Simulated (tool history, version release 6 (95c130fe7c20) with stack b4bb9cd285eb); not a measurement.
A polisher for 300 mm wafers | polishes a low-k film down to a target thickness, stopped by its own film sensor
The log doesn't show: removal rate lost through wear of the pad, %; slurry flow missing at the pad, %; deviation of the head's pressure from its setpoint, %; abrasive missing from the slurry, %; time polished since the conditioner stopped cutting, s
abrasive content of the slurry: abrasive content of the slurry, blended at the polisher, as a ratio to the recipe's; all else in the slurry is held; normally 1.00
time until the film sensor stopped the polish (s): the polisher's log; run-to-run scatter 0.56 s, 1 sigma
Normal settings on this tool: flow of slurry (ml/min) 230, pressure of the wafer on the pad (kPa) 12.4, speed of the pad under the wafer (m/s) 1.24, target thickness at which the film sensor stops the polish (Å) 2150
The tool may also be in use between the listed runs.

run	day	flow of slurry (ml/min)	pressure of the wafer on the pad (kPa)	speed of the pad under the wafer (m/s)	abrasive content of the slurry	target thickness at which the film sensor stops the polish (Å)	wafers since the last listed run	wafers polished on this pad	hours since the slurry nozzle was cleaned	hours since the head pressure was calibrated	hours since the slurry blender was calibrated	hours since the conditioning disc was replaced	incoming thickness of the incoming film, nm	time until the film sensor stopped the polish (s)
1	0.000	175	12.4	1.24	1.00	2150	0	332	20.5	855.5	3.3	90.6	249.1	75.9
2	0.775	230	12.4	1.24	1.00	2150	98	430	39.1	874.1	21.9	109.2	245.5	66.5
3	1.983	230	12.4	1.24	1.00	2150	153	583	68.1	903.1	50.9	138.2	250.1	77.3
4	3.121	230	12.4	1.24	1.00	2150	144	728	95.4	930.4	78.2	165.5	247.1	71.8
5	4.333	290	12.4	1.24	1.00	2150	153	881	124.5	959.5	107.3	194.6	250.7	80.4
# day 4.742: worn pad replaced by a new one, repeated, since the last time left the tool worse
6	5.325	230	12.4	1.24	1.00	2150	104	73	148.3	983.3	131.1	218.4	255.0	75.1
7	6.621	230	12.4	1.24	1.00	2150	164	237	179.4	1014.4	162.2	249.5	250.7	68.1
8	7.750	230	12.4	1.24	1.00	2150	142	380	206.5	1041.5	189.3	276.6	247.4	61.4
9	8.425	310	10.3	1.24	1.20	2210	85	466	222.7	1057.7	205.5	292.8	249.3	53.1
# day 9.567: conditioning disc replaced and pad reconditioned
10	9.588	230	12.4	1.24	1.00	2150	136	602	250.6	1085.6	233.4	0.5	248.6	66.3
11	10.496	230	12.4	1.52	1.25	2110	115	718	272.4	1107.4	255.2	22.3	255.7	65.9
# day 12.992: worn pad replaced by a new one
12	13.833	170	9.0	1.24	0.80	2070	401	106	352.5	1187.5	335.3	102.4	252.0	123.4
13	14.683	230	12.4	1.24	1.00	2150	107	214	372.9	1207.9	355.7	122.8	245.7	59.1
14	15.658	230	12.4	1.62	1.30	2150	123	337	396.3	1231.3	379.1	146.2	249.6	46.6
# day 16.529: head pressure recalibrated
15	17.000	165	12.4	1.54	1.10	2150	159	497	428.5	11.3	411.3	178.4	254.2	61.8
16	18.162	230	12.4	1.50	1.00	2150	147	644	456.4	39.2	439.2	206.3	247.2	52.8
17	19.617	230	12.4	1.64	1.00	2060	184	828	491.3	74.1	474.1	241.2	248.6	68.6
18	21.117	205	12.4	1.56	1.20	2150	189	1018	527.3	110.1	510.1	277.2	248.8	52.5
# day 21.854: worn pad replaced by a new one
19	22.321	230	12.4	1.66	0.85	2150	131	59	556.2	139.0	539.0	306.1	250.0	59.1
20	22.842	300	12.4	1.24	1.00	2150	65	125	568.7	151.5	551.5	318.6	253.3	71.4
# day 23.196: conditioning disc replaced and pad reconditioned
# day 23.346: slurry blender recalibrated
21	23.533	230	9.7	1.24	0.80	2150	66	191	585.3	168.1	4.5	8.1	252.8	97.3
22	24.350	165	15.2	1.00	1.00	2060	103	295	604.9	187.7	24.1	27.7	250.0	91.8
23	25.754	230	12.4	1.40	1.00	2150	177	473	638.6	221.4	57.8	61.4	248.2	58.8

Estimate the outcome of run 24 from the log above:
24	26.996	230	12.4	1.24	1.00	2150	157	630	668.4	251.2	87.6	91.2	247.7	?

Run 24 came out at time until the film sensor stopped the polish (s) 64.2.
With no hidden state in the tool, this same run would have given time until the film sensor stopped the polish (s) 62.0.
